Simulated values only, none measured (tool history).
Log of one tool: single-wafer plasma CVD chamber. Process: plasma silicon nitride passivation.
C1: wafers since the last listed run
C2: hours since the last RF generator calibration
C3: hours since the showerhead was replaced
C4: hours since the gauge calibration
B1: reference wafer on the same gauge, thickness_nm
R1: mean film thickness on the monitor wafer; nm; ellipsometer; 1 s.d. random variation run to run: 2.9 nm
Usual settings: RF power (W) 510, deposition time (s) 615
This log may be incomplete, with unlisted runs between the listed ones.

{"run": 1, "hour": 0.0, "RF power (W)": 435, "deposition time (s)": 689, "C1": 0, "C2": 334.3, "C3": 4357.3, "C4": 875, "B1": 819.553, "R1": 987.289}
{"run": 2, "hour": 80.4, "RF power (W)": 435, "deposition time (s)": 689, "C1": 345, "C2": 414.7, "C3": 4437.7, "C4": 955.4, "B1": 819.523, "R1": 980.969}
{"run": 3, "hour": 142.7, "RF power (W)": 510, "deposition time (s)": 615, "C1": 268, "C2": 477, "C3": 4500, "C4": 1017.7, "B1": 819.305, "R1": 916.762}
{"run": 4, "hour": 250.5, "RF power (W)": 510, "deposition time (s)": 615, "C1": 463, "C2": 584.8, "C3": 4607.8, "C4": 1125.5, "B1": 818.413, "R1": 914.289}
{"run": 5, "hour": 466.9, "RF power (W)": 510, "deposition time (s)": 615, "C1": 930, "C2": 801.2, "C3": 4824.2, "C4": 1341.9, "B1": 819.676, "R1": 913.801}
{"run": 6, "hour": 547.4, "RF power (W)": 510, "deposition time (s)": 615, "C1": 346, "C2": 881.7, "C3": 4904.7, "C4": 1422.4, "B1": 819.669, "R1": 911.789}
{"run": 7, "hour": 611.0, "RF power (W)": 510, "deposition time (s)": 615, "C1": 273, "C2": 945.3, "C3": 4968.3, "C4": 1486, "B1": 819.358, "R1": 909.11}
{"run": 8, "hour": 710.0, "RF power (W)": 510, "deposition time (s)": 615, "C1": 425, "C2": 1044.3, "C3": 5067.3, "C4": 1585, "B1": 817.69, "R1": 908.24}
{"hour": 791.1, "done": "gauge calibrated"}
{"run": 9, "hour": 791.4, "RF power (W)": 550, "deposition time (s)": 615, "C1": 350, "C2": 1125.7, "C3": 5148.7, "C4": 0.3, "B1": 818.165, "R1": 927.086}
{"run": 10, "hour": 847.8, "RF power (W)": 550, "deposition time (s)": 615, "C1": 242, "C2": 1182.1, "C3": 5205.1, "C4": 56.7, "B1": 818.906, "R1": 927.45}
{"hour": 1053.5, "done": "showerhead replaced, of another model than before"}
{"run": 11, "hour": 1142.6, "RF power (W)": 550, "deposition time (s)": 615, "C1": 1233, "C2": 1476.9, "C3": 89.1, "C4": 351.5, "B1": 819.133, "R1": 923.581}
{"hour": 1190.4, "done": "RF generator calibrated"}
{"run": 12, "hour": 1194.3, "RF power (W)": 510, "deposition time (s)": 676, "C1": 187, "C2": 3.9, "C3": 140.8, "C4": 403.2, "B1": 818.742, "R1": 1015.858}
{"run": 13, "hour": 1276.4, "RF power (W)": 510, "deposition time (s)": 676, "C1": 353, "C2": 86, "C3": 222.9, "C4": 485.3, "B1": 818.265, "R1": 1014.678}
{"run": 14, "hour": 1316.5, "RF power (W)": 545, "deposition time (s)": 699, "C1": 172, "C2": 126.1, "C3": 263, "C4": 525.4, "B1": 818.718, "R1": 1080.273}
{"run": 15, "hour": 1413.7, "RF power (W)": 510, "deposition time (s)": 615, "C1": 418, "C2": 223.3, "C3": 360.2, "C4": 622.6, "B1": 819.71, "R1": 920.23}
{"run": 16, "hour": 1503.9, "RF power (W)": 510, "deposition time (s)": 615, "C1": 388, "C2": 313.5, "C3": 450.4, "C4": 712.8, "B1": 818.662, "R1": 922.627}
{"run": 17, "hour": 1577.8, "RF power (W)": 600, "deposition time (s)": 539, "C1": 317, "C2": 387.4, "C3": 524.3, "C4": 786.7, "B1": 818.66, "R1": 864.651}
{"run": 18, "hour": 1719.6, "RF power (W)": 570, "deposition time (s)": 657, "C1": 610, "C2": 529.2, "C3": 666.1, "C4": 928.5, "B1": 818.913, "R1": 1023.45}
{"run": 19, "hour": 1790.5, "RF power (W)": 555, "deposition time (s)": 565, "C1": 305, "C2": 600.1, "C3": 737, "C4": 999.4, "B1": 818.944, "R1": 868.66}
{"run": 20, "hour": 1843.8, "RF power (W)": 580, "deposition time (s)": 615, "C1": 229, "C2": 653.4, "C3": 790.3, "C4": 1052.7, "B1": 818.81, "R1": 963.489}
{"run": 21, "hour": 1951.4, "RF power (W)": 545, "deposition time (s)": 699, "C1": 462, "C2": 761, "C3": 897.9, "C4": 1160.3, "B1": 819.261, "R1": 1059.204}
{"run": 22, "hour": 2019.2, "RF power (W)": 560, "deposition time (s)": 669, "C1": 291, "C2": 828.8, "C3": 965.7, "C4": 1228.1, "B1": 819.763, "R1": 1022.046}
{"run": 23, "hour": 2100.9, "RF power (W)": 435, "deposition time (s)": 689, "C1": 351, "C2": 910.5, "C3": 1047.4, "C4": 1309.8, "B1": 818.82, "R1": 948.685}
{"run": 24, "hour": 2207.9, "RF power (W)": 565, "deposition time (s)": 551, "C1": 460, "C2": 1017.5, "C3": 1154.4, "C4": 1416.8, "B1": 820.006, "R1": 847.388}
{"run": 25, "hour": 2280.1, "RF power (W)": 550, "deposition time (s)": 524, "C1": 310, "C2": 1089.7, "C3": 1226.6, "C4": 1489, "B1": 818.983, "R1": 794.012}
{"run": 26, "hour": 2362.3, "RF power (W)": 410, "deposition time (s)": 549, "C1": 353, "C2": 1171.9, "C3": 1308.8, "C4": 1571.2, "B1": 819.438, "R1": 730.019}
{"run": 27, "hour": 2428.1, "RF power (W)": 435, "deposition time (s)": 689, "C1": 283, "C2": 1237.7, "C3": 1374.6, "C4": 1637, "B1": 819.359, "R1": 936.79}
{"run": 28, "hour": 2504.2, "RF power (W)": 435, "deposition time (s)": 689, "C1": 327, "C2": 1313.8, "C3": 1450.7, "C4": 1713.1, "B1": 819.898, "R1": 938.077}
{"run": 29, "hour": 2582.6, "RF power (W)": 450, "deposition time (s)": 547, "C1": 337, "C2": 1392.2, "C3": 1529.1, "C4": 1791.5, "B1": 819.392, "R1": 756.352}

Take each entry between the runs: how does the hidden state at the last listed run before it differ from the hidden state at the first listed run after it?
From run 8 to run 9: gauge calibrated (hour 791.1)
  delivered RF power above the setpoint (%): -6.06 -> -6.45
  measured value less the no-hidden-state value, R1: -16.031 -> -17.471 nm
From run 10 to run 11: showerhead replaced, of another model than before (hour 1053.5)
  delivered RF power above the setpoint (%): -6.72 -> -8.15
  measured value less the no-hidden-state value, R1: -18.249 -> -34.273 nm
From run 11 to run 12: RF generator calibrated (hour 1190.4)
  delivered RF power above the setpoint (%): -8.15 -> -0.559
  measured value less the no-hidden-state value, R1: -34.273 -> -2.403 nm
